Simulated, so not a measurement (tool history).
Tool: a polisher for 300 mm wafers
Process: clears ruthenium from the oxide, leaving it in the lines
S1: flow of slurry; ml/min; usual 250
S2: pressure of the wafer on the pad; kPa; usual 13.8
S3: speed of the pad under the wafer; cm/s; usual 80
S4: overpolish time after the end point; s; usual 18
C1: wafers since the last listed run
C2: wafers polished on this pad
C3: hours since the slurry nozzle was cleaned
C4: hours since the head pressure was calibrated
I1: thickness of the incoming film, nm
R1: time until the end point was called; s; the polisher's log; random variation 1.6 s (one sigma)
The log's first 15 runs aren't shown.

run     day   S1    S2   S3  S4   C1    C2     C3     C4     I1     R1
 16  13.008  320  13.8   80  18  180   524  315.0  622.2  108.7  110.1
 17  14.188  195  13.8   80   9  312   836  343.3  650.5  109.9  114.0
 18  14.971  250  13.8   80  18  207  1044  362.1  669.3  110.7  112.6
 19  15.892  275  13.8   62  18  243  1287  384.2  691.4  108.8  136.8
     16.283  -- head pressure recalibrated
 20  16.946  300  11.7   80  25  256  1544  409.5   15.9  108.0  124.1
     17.192  -- worn pad replaced by a new one
 21  17.717  250  13.8   80  18  159   138  428.0   34.4  111.1  111.2
     18.121  -- slurry nozzle cleaned
 22  18.838  160  10.3   98   8  285   424   17.2   61.3  110.1  128.9
 23  19.821  250  13.8   80  18  260   684   40.8   84.9  111.6  112.6
 24  20.450  250  13.8   80  18  166   851   55.9  100.0  109.1  111.7
 25  21.429  250  13.8  108  18  259  1110   79.4  123.5  107.7   82.4
 26  22.417  335  11.7   52  24  261  1371  103.1  147.2  107.8  184.4
     23.075  -- worn pad replaced by a new one
 27  23.671  250  13.8   80  18  287   158  133.2  177.3  110.8  112.0
 28  25.125  250  13.8  104  26  384   542  168.1  212.2  108.1   84.6
 29  26.288  250  13.8  108  18  307   850  196.0  240.1  109.9   84.8
 30  26.825  250  13.8   80  12  142   992  208.9  253.0  110.6  113.8
 31  28.075  250  17.2   80  11  330  1323  238.9  283.0  109.5   91.6
 32  29.008  185  13.8   80   9  247  1570  261.3  305.4  109.5  114.1
     29.312  -- worn pad replaced by a new one
 33  30.196  250  13.8   52  13  270   234  289.8  333.9  112.4  169.6
 34  30.888  250  13.8   80  18  183   417  306.4  350.5  108.5  111.0

Forecast each of these 5 alternatives for the next run:
  A  30.908  250  13.8  80  18   5  422  306.9  351.0  109.7   ?
  B  30.908  340  10.3  80  24   5  422  306.9  351.0  109.7   ?
  C  30.908  325   9.7  60  18   5  422  306.9  351.0  109.7   ?
  D  30.908  250  11.7  96  18   5  422  306.9  351.0  109.7   ?
  E  30.908  250  15.2  80  26   5  422  306.9  351.0  109.7   ?

run     R1
  A  113.9
  B  145.6
  C  201.5
  D  112.4
  E  104.1
Without the tool's hidden state the same runs would have given:
run     R1
  A  113.9
  B  145.6
  C  201.5
  D  112.4
  E  104.1

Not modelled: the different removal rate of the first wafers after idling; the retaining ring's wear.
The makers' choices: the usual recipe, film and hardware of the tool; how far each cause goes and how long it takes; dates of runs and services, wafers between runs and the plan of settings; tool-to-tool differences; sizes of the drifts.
